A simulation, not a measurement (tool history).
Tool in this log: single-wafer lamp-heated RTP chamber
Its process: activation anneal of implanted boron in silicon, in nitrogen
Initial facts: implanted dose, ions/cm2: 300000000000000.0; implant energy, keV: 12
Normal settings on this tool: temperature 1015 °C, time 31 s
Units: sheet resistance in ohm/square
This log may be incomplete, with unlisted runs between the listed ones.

run   hour  temperature  time  read-back reference wafer on the same gauge, sheet resistance  sheet resistance
  1    0.0         1032    31                                                         299.65            311.96
      22.9  -- reflector plate cleaned
  2   23.4         1032    31                                                         299.45            312.40
      37.7  -- pyrometer window cleaned and pyrometer calibrated
  3   38.2         1015    31                                                         299.39            314.64
  4   38.6         1015    31                                                         299.44            313.81
  5   48.0         1015    31                                                         299.29            314.40
  6   56.4         1015    31                                                         299.21            314.70
  7   66.0         1015    31                                                         299.23            313.91
  8   92.8         1015    20                                                         299.12            315.24
  9  107.4         1015    20                                                         299.21            314.95
 10  122.8         1015    20                                                         299.20            315.14
 11  134.3         1015    41                                                         298.96            312.98
 12  151.4         1033    31                                                         298.75            312.48
 13  165.7         1033    31                                                         298.76            310.81
 14  176.0         1033    31                                                         298.85            311.61
 15  187.3         1015    22                                                         298.74            315.16
 16  194.8         1015    31                                                         298.63            313.58
 17  209.4         1023    31                                                         298.60            312.83
 18  223.4          997    13                                                         298.63            320.33
 19  231.9         1015    31                                                         298.56            313.44
 20  245.9          992    23                                                         298.50            319.76
 21  255.2         1044    24                                                         298.47            311.50
     265.1  -- reflector plate cleaned
     278.0  -- pyrometer window cleaned and pyrometer calibrated
 22  278.5         1027    13                                                         298.22            315.28
 23  288.1         1028    23                                                         298.40            313.25
 24  307.1         1015    31                                                         298.21            313.15
     318.1  -- gauge calibrated
 25  323.6          998    46                                                         300.23            317.24
 26  330.9         1007    37                                                         300.19            315.29
 27  338.1         1001    22                                                         300.15            317.79
 28  345.7          990    13                                                         300.12            325.29
 29  355.0         1015    31                                                         300.10            315.49
 30  363.7          999    49                                                         300.16            316.42
 31  375.4         1015    31                                                         300.02            315.57
 32  389.7         1015    31                                                         299.95            314.25
 33  407.5          986    14                                                         299.91            325.79
 34  422.3         1015    31                                                         299.96            313.95
 35  434.1          990    19                                                         299.77            323.51
 36  442.1         1015    44                                                         299.87            313.27

Forecast each of these 5 alternatives for the next run:
  A  442.5         1015    31                                                              ?                 ?
  B  442.5         1039    31                                                              ?                 ?
  C  442.5          986    37                                                              ?                 ?
  D  442.5          989    47                                                              ?                 ?
  E  442.5         1015    46                                                              ?                 ?

run  read-back reference wafer on the same gauge, sheet resistance  sheet resistance
  A                                                         299.83            314.66
  B                                                         299.83            312.37
  C                                                         299.83            321.13
  D                                                         299.83            318.82
  E                                                         299.83            313.23
What these runs would have given with no unlogged condition in the tool:
run  sheet resistance
  A            314.89
  B            312.60
  C            321.36
  D            319.05
  E            313.46

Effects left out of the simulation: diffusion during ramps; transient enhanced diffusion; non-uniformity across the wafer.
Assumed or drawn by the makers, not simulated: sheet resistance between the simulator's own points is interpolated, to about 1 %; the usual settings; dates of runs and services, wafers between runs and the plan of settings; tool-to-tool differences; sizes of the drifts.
